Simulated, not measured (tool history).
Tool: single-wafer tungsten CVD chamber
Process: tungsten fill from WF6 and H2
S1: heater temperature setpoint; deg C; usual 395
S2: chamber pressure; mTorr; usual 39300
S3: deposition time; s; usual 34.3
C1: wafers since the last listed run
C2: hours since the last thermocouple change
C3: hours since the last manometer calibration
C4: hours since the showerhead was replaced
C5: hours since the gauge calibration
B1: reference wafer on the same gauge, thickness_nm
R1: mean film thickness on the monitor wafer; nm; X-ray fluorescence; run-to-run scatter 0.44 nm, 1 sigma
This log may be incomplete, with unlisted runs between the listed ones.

run 1 hour=0.0 | S1=395 S2=39300 S3=34.3 | C1=0 C2=906.4 C3=2028.1 C4=5528.2 C5=930.0 | B1=80.836 | R1=98.624
run 2 hour=98.6 | S1=395 S2=39300 S3=34.3 | C1=1887 C2=1005.0 C3=2126.7 C4=5626.8 C5=1028.6 | B1=80.846 | R1=98.303
run 3 hour=159.0 | S1=395 S2=32600 S3=34.3 | C1=1156 C2=1065.4 C3=2187.1 C4=5687.2 C5=1089.0 | B1=80.761 | R1=88.974
run 4 hour=250.4 | S1=395 S2=32600 S3=34.3 | C1=1749 C2=1156.8 C3=2278.5 C4=5778.6 C5=1180.4 | B1=80.787 | R1=88.107
run 5 hour=337.7 | S1=395 S2=39300 S3=34.3 | C1=1671 C2=1244.1 C3=2365.8 C4=5865.9 C5=1267.7 | B1=80.784 | R1=97.225
run 6 hour=395.3 | S1=395 S2=39300 S3=34.3 | C1=1102 C2=1301.7 C3=2423.4 C4=5923.5 C5=1325.3 | B1=80.958 | R1=98.913
run 7 hour=473.8 | S1=395 S2=39300 S3=34.3 | C1=1502 C2=1380.2 C3=2501.9 C4=6002.0 C5=1403.8 | B1=80.704 | R1=98.369
run 8 hour=513.2 | S1=395 S2=39300 S3=37.5 | C1=754 C2=1419.6 C3=2541.3 C4=6041.4 C5=1443.2 | B1=80.814 | R1=106.737
run 9 hour=615.9 | S1=395 S2=39300 S3=34.3 | C1=1966 C2=1522.3 C3=2644.0 C4=6144.1 C5=1545.9 | B1=80.799 | R1=97.753
run 10 hour=652.4 | S1=395 S2=39300 S3=34.3 | C1=698 C2=1558.8 C3=2680.5 C4=6180.6 C5=1582.4 | B1=80.786 | R1=98.237
-- hour=653.0 gauge calibrated
-- hour=732.3 capacitance manometer re-zeroed and calibrated
run 11 hour=737.0 | S1=395 S2=39300 S3=34.3 | C1=1466 C2=1643.4 C3=4.7 C4=6265.2 C5=84.0 | B1=80.751 | R1=101.824
-- hour=749.9 showerhead replaced
-- hour=762.3 thermocouple changed; heater temperature recalibrated
run 12 hour=807.2 | S1=390 S2=39300 S3=34.3 | C1=1037 C2=44.9 C3=74.9 C4=57.3 C5=154.2 | B1=80.738 | R1=86.068
run 13 hour=908.4 | S1=382 S2=43100 S3=34.3 | C1=1937 C2=146.1 C3=176.1 C4=158.5 C5=255.4 | B1=80.725 | R1=75.981
run 14 hour=989.4 | S1=395 S2=44100 S3=34.3 | C1=1550 C2=227.1 C3=257.1 C4=239.5 C5=336.4 | B1=80.755 | R1=102.663
run 15 hour=1073.3 | S1=395 S2=42800 S3=31.6 | C1=1606 C2=311.0 C3=341.0 C4=323.4 C5=420.3 | B1=80.784 | R1=93.474
run 16 hour=1165.7 | S1=395 S2=39300 S3=34.3 | C1=1769 C2=403.4 C3=433.4 C4=415.8 C5=512.7 | B1=80.624 | R1=97.694
run 17 hour=1261.4 | S1=395 S2=39300 S3=34.3 | C1=1832 C2=499.1 C3=529.1 C4=511.5 C5=608.4 | B1=80.813 | R1=98.225
run 18 hour=1305.6 | S1=386 S2=32600 S3=34.3 | C1=846 C2=543.3 C3=573.3 C4=555.7 C5=652.6 | B1=81.000 | R1=72.878
run 19 hour=1505.7 | S1=395 S2=39300 S3=34.3 | C1=3831 C2=743.4 C3=773.4 C4=755.8 C5=852.7 | B1=80.718 | R1=98.837
run 20 hour=1608.0 | S1=395 S2=48400 S3=28.7 | C1=1958 C2=845.7 C3=875.7 C4=858.1 C5=955.0 | B1=80.770 | R1=93.319

What was the tool's hidden state at every run in the log?
gauge reads high (%): 0 on each run
H1: wafer temperature above the value expected at the setpoint (K)
H2: true pressure above the setpoint (%)
run=1 H1=2.4 H2=-3.87
run=2 H1=2.49 H2=-4.25
run=3 H1=2.54 H2=-4.49
run=4 H1=2.6 H2=-4.87
run=5 H1=2.65 H2=-5.24
run=6 H1=2.68 H2=-5.49
run=7 H1=2.71 H2=-5.85
run=8 H1=2.73 H2=-6.03
run=9 H1=2.76 H2=-6.52
run=10 H1=2.77 H2=-6.7
run=11 H1=2.79 H2=0.00249
run=12 H1=-0.0909 H2=-0.00266
run=13 H1=0.367 H2=-0.026
run=14 H1=0.675 H2=-0.0583
run=15 H1=0.948 H2=-0.104
run=16 H1=1.2 H2=-0.17
run=17 H1=1.42 H2=-0.255
run=18 H1=1.51 H2=-0.3
run=19 H1=1.84 H2=-0.548
run=20 H1=1.96 H2=-0.703

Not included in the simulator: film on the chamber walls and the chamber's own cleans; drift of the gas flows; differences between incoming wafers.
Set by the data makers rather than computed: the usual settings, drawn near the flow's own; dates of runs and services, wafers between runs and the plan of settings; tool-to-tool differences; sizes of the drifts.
